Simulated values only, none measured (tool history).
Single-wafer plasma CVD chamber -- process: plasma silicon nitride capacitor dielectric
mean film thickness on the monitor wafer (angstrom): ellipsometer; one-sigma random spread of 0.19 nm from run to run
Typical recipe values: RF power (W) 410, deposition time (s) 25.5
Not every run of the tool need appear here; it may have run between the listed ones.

run	day	RF power (W)	deposition time (s)	read-back reference wafer on the same gauge, thickness_nm	mean film thickness on the monitor wafer (angstrom)
1	0.000	410	25.5	34.927	330.55
2	0.654	410	25.5	34.905	329.59
3	1.204	410	25.5	34.917	328.40
4	1.929	410	25.5	34.958	323.39
5	2.958	410	22.4	34.896	290.54
6	4.042	410	22.4	34.912	288.96
7	4.633	410	22.4	34.893	284.57
8	5.454	385	25.5	34.929	315.36
9	6.033	385	25.5	34.856	319.75
10	7.333	410	25.5	34.924	328.08
11	7.946	410	25.5	34.835	324.85
12	8.871	410	25.5	34.877	322.48
13	9.871	410	25.5	34.889	326.54
14	11.117	410	25.5	34.926	324.12
15	11.954	410	25.5	34.899	323.57
16	12.750	410	25.5	34.903	323.68
17	14.038	355	28.7	34.902	345.39
# day 14.825: gauge calibrated
# day 15.317: showerhead replaced
18	15.404	355	28.7	34.936	346.76
19	16.542	435	25.5	34.886	330.79
20	17.625	410	25.5	34.907	321.02
21	18.450	340	28.3	34.904	331.53
22	19.179	465	27.8	34.895	370.18
23	20.567	355	25.5	34.932	305.62
24	22.471	480	23.9	34.927	318.72
25	23.012	410	25.5	34.851	320.36
26	24.204	390	30.0	34.908	374.28
27	25.200	475	23.0	34.909	305.43
28	26.475	385	23.3	34.914	286.77
# day 27.029: RF generator calibrated
29	27.271	460	25.5	34.916	351.01
30	28.212	450	26.8	34.890	364.76
31	29.121	410	23.8	34.957	312.97
32	29.896	410	22.0	34.918	289.55
33	31.146	485	21.3	34.908	296.81
34	32.038	410	28.2	34.914	370.41
35	33.425	410	25.5	34.893	334.62
36	34.796	410	25.5	34.890	331.68
37	35.842	435	28.9	34.912	387.47
38	36.829	455	29.3	34.885	395.56
39	37.496	460	23.2	34.859	313.51
40	38.708	410	25.5	34.901	333.86
41	39.404	470	30.2	34.895	411.57
42	40.354	485	26.8	34.877	368.45
43	41.800	455	29.3	34.885	395.28
44	42.596	450	25.5	34.890	344.41
45	43.658	480	25.5	34.962	349.02

Forecast each of these 3 alternatives for the next run:
A	43.675	410	25.5	?	?
B	43.675	410	20.7	?	?
C	43.675	390	29.0	?	?

run	read-back reference wafer on the same gauge, thickness_nm	mean film thickness on the monitor wafer (angstrom)
A	34.857	330.65
B	34.857	268.41
C	34.857	369.02
Stripped of hidden state, with their random variation kept, the same runs would have yielded:
run	mean film thickness on the monitor wafer (angstrom)
A	335.40
B	272.26
C	374.32
